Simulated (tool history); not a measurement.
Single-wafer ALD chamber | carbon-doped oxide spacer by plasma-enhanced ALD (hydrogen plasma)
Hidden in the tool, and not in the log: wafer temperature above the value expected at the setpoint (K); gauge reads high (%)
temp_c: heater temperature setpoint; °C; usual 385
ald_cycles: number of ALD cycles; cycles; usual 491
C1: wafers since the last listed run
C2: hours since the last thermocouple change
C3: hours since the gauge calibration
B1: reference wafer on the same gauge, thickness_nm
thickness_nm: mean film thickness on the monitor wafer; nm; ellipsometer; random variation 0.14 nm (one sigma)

{"run": 1, "hour": 0.0, "temp_c": 394, "ald_cycles": 491, "C1": 0, "C2": 689.2, "C3": 174.1, "B1": 25.415, "thickness_nm": 24.188}
{"run": 2, "hour": 86.2, "temp_c": 394, "ald_cycles": 491, "C1": 40, "C2": 775.4, "C3": 260.3, "B1": 25.385, "thickness_nm": 24.092}
{"run": 3, "hour": 171.7, "temp_c": 385, "ald_cycles": 491, "C1": 40, "C2": 860.9, "C3": 345.8, "B1": 25.292, "thickness_nm": 24.167}
{"hour": 227.2, "done": "thermocouple changed; heater temperature recalibrated"}
{"run": 4, "hour": 234.7, "temp_c": 385, "ald_cycles": 491, "C1": 26, "C2": 7.5, "C3": 408.8, "B1": 25.341, "thickness_nm": 24.023}
{"run": 5, "hour": 308.3, "temp_c": 385, "ald_cycles": 491, "C1": 34, "C2": 81.1, "C3": 482.4, "B1": 25.261, "thickness_nm": 24.234}
{"run": 6, "hour": 375.4, "temp_c": 385, "ald_cycles": 491, "C1": 31, "C2": 148.2, "C3": 549.5, "B1": 25.224, "thickness_nm": 23.768}
{"run": 7, "hour": 426.5, "temp_c": 385, "ald_cycles": 491, "C1": 24, "C2": 199.3, "C3": 600.6, "B1": 25.206, "thickness_nm": 24.218}
{"run": 8, "hour": 529.3, "temp_c": 385, "ald_cycles": 491, "C1": 48, "C2": 302.1, "C3": 703.4, "B1": 25.227, "thickness_nm": 24.2}
{"run": 9, "hour": 578.7, "temp_c": 385, "ald_cycles": 491, "C1": 23, "C2": 351.5, "C3": 752.8, "B1": 25.12, "thickness_nm": 23.917}
{"run": 10, "hour": 749.3, "temp_c": 385, "ald_cycles": 491, "C1": 80, "C2": 522.1, "C3": 923.4, "B1": 25.085, "thickness_nm": 23.818}
{"run": 11, "hour": 821.0, "temp_c": 385, "ald_cycles": 491, "C1": 33, "C2": 593.8, "C3": 995.1, "B1": 25.028, "thickness_nm": 23.934}
{"run": 12, "hour": 902.5, "temp_c": 391, "ald_cycles": 491, "C1": 38, "C2": 675.3, "C3": 1076.6, "B1": 24.961, "thickness_nm": 23.981}
{"run": 13, "hour": 976.6, "temp_c": 391, "ald_cycles": 491, "C1": 35, "C2": 749.4, "C3": 1150.7, "B1": 24.923, "thickness_nm": 24.054}
{"hour": 1030.9, "done": "thermocouple changed; heater temperature recalibrated"}
{"run": 14, "hour": 1052.1, "temp_c": 391, "ald_cycles": 491, "C1": 31, "C2": 21.2, "C3": 1226.2, "B1": 24.852, "thickness_nm": 23.827}
{"run": 15, "hour": 1369.1, "temp_c": 385, "ald_cycles": 491, "C1": 149, "C2": 338.2, "C3": 1543.2, "B1": 24.819, "thickness_nm": 23.708}
{"run": 16, "hour": 1420.1, "temp_c": 385, "ald_cycles": 491, "C1": 24, "C2": 389.2, "C3": 1594.2, "B1": 24.73, "thickness_nm": 23.883}
{"run": 17, "hour": 1460.9, "temp_c": 385, "ald_cycles": 491, "C1": 19, "C2": 430, "C3": 1635, "B1": 24.729, "thickness_nm": 23.673}

Run 18 comes next. What will it give?
{"run": 18, "hour": 1521.6, "temp_c": 399, "ald_cycles": 568, "C1": 28, "C2": 490.7, "C3": 1695.7, "B1": "?", "thickness_nm": "?"}

Run 18 gave B1 24.664, thickness_nm 27.277 nm.
Without the tool's hidden state the same run would have given thickness_nm 28.172 nm.

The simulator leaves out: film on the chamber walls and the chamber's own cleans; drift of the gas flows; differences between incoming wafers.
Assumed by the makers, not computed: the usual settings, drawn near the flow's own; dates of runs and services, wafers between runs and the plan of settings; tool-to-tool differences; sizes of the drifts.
